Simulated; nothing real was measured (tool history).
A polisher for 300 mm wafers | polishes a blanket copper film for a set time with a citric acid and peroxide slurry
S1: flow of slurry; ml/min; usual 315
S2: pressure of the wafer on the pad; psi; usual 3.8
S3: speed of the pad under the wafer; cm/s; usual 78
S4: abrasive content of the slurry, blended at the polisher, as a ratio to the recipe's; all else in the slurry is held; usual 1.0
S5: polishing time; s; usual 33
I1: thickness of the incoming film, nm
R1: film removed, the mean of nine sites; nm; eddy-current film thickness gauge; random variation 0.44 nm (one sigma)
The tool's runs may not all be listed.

run	hour	S1	S2	S3	S4	S5	I1	R1
1	0.0	315	3.8	78	1.0	33	929.4	70.5
2	38.6	315	3.8	78	1.0	33	948.7	70.3
# hour 121.9: head pressure recalibrated
3	140.6	380	3.8	78	1.0	33	939.8	69.0
# hour 158.9: worn pad replaced by a new one
# hour 185.4: slurry blender recalibrated
4	199.9	380	3.8	78	1.0	33	955.7	73.1
5	234.0	315	4.7	78	1.2	33	968.8	86.2
6	264.0	315	4.7	78	1.2	33	935.2	86.0
7	321.4	315	4.7	78	1.2	33	937.6	83.6
8	345.9	315	3.8	78	1.0	33	954.3	67.6
# hour 356.8: worn pad replaced by a new one
# hour 390.0: slurry blender recalibrated
9	487.7	315	3.8	78	1.0	33	940.8	68.4
# hour 492.3: slurry nozzle cleaned
10	527.6	260	3.0	78	1.0	33	968.2	56.4
# hour 567.2: worn pad replaced by a new one
11	567.7	315	3.8	78	1.0	33	938.2	69.2
# hour 593.4: head pressure recalibrated
# hour 619.3: slurry blender recalibrated
12	634.9	315	3.8	62	1.0	33	944.9	57.2
13	660.6	315	3.8	78	1.0	33	964.8	72.7
# hour 764.8: worn pad replaced by a new one
14	829.7	315	2.8	78	1.0	38	937.4	62.4
# hour 835.2: slurry blender recalibrated
15	934.7	315	3.8	78	0.7	39	944.0	76.0
16	979.3	380	3.8	78	1.0	33	958.5	69.6
# hour 996.6: worn pad replaced by a new one
17	1018.1	315	5.0	78	1.0	24	952.7	61.4
18	1057.1	265	4.5	78	1.0	41	956.1	90.9

The same runs without the tool's hidden state, with the same run-to-run variation:
The hidden state here: removal rate lost through wear of the pad, %; slurry flow missing at the pad, %; deviation of the head's pressure from its setpoint, %; abrasive missing from the slurry, %.
run	R1
1	72.5
2	73.1
3	74.2
4	74.3
5	88.8
6	89.5
7	88.8
8	72.4
9	73.1
10	59.3
11	73.7
12	57.7
13	74.0
14	67.1
15	79.3
16	73.7
17	66.3
18	100.3
